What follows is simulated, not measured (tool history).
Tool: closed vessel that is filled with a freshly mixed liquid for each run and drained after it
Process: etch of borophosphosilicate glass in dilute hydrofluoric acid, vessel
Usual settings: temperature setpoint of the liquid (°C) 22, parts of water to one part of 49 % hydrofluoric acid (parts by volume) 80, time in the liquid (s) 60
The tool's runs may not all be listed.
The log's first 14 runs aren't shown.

| run | hour | temperature setpoint of the liquid (°C) | parts of water to one part of 49 % hydrofluoric acid (parts by volume) | time in the liquid (s) | read-back film thickness of the borophosphosilicate glass reference wafer, read on the same gauge (nm) | thickness taken off the borophosphosilicate glass on a monitor wafer (angstrom) |
|---|---|---|---|---|---|---|
| 15 | 806.9 | 22 | 80 | 60 | 130 | 378.6 |
| 16 | 840.4 | 22 | 90 | 45 | 130.05 | 247.8 |
| 17 | 941.7 | 22 | 80 | 60 | 129.99 | 374.9 |
| 18 | 976.5 | 22 | 120 | 30 | 130 | 120 |
| 19 | 1033.4 | 22 | 60 | 45 | 129.97 | 381.5 |
| 20 | 1082 | 22 | 80 | 60 | 129.98 | 371.6 |
| 21 | 1136 | 24 | 45 | 50 | 130.04 | 628.4 |
|  | 1149.3 | hydrofluoric acid flow meter replaced |
| 22 | 1192.6 | 22 | 80 | 60 | 130.02 | 392.5 |
| 23 | 1299.9 | 22 | 80 | 60 | 130.04 | 390.5 |
| 24 | 1335.8 | 18.5 | 50 | 85 | 129.99 | 790.3 |
| 25 | 1403.7 | 22 | 80 | 95 | 129.96 | 621.2 |
| 26 | 1456.8 | 22 | 70 | 60 | 129.98 | 452.1 |
| 27 | 1487.3 | 24.5 | 100 | 40 | 130 | 223.6 |
| 28 | 1558.1 | 22 | 80 | 60 | 129.95 | 390.5 |
|  | 1585.4 | thermometer replaced |
| 29 | 1600.6 | 20.5 | 80 | 60 | 130.05 | 367.2 |
| 30 | 1631.9 | 26.5 | 80 | 60 | 129.95 | 469.4 |
| 31 | 1673.5 | 22 | 80 | 60 | 129.96 | 385.8 |

Forecast each of these 5 alternatives for the next run:
| A | 1674.2 | 22 | 80 | 60 | ? | ? |
| B | 1674.2 | 19.5 | 120 | 35 | ? | ? |
| C | 1674.2 | 18 | 105 | 60 | ? | ? |
| D | 1674.2 | 25 | 80 | 30 | ? | ? |
| E | 1674.2 | 25.5 | 80 | 30 | ? | ? |

| run | read-back film thickness of the borophosphosilicate glass reference wafer, read on the same gauge (nm) | thickness taken off the borophosphosilicate glass on a monitor wafer (angstrom) |
|---|---|---|
| A | 130.01 | 387 |
| B | 130.01 | 129.8 |
| C | 130.01 | 242.9 |
| D | 130.01 | 218.4 |
| E | 130.01 | 222.8 |
Without the tool's hidden state the same runs would have given:
| run | thickness taken off the borophosphosilicate glass on a monitor wafer (angstrom) |
|---|---|
| A | 397.9 |
| B | 133.5 |
| C | 249.9 |
| D | 224.6 |
| E | 229.1 |
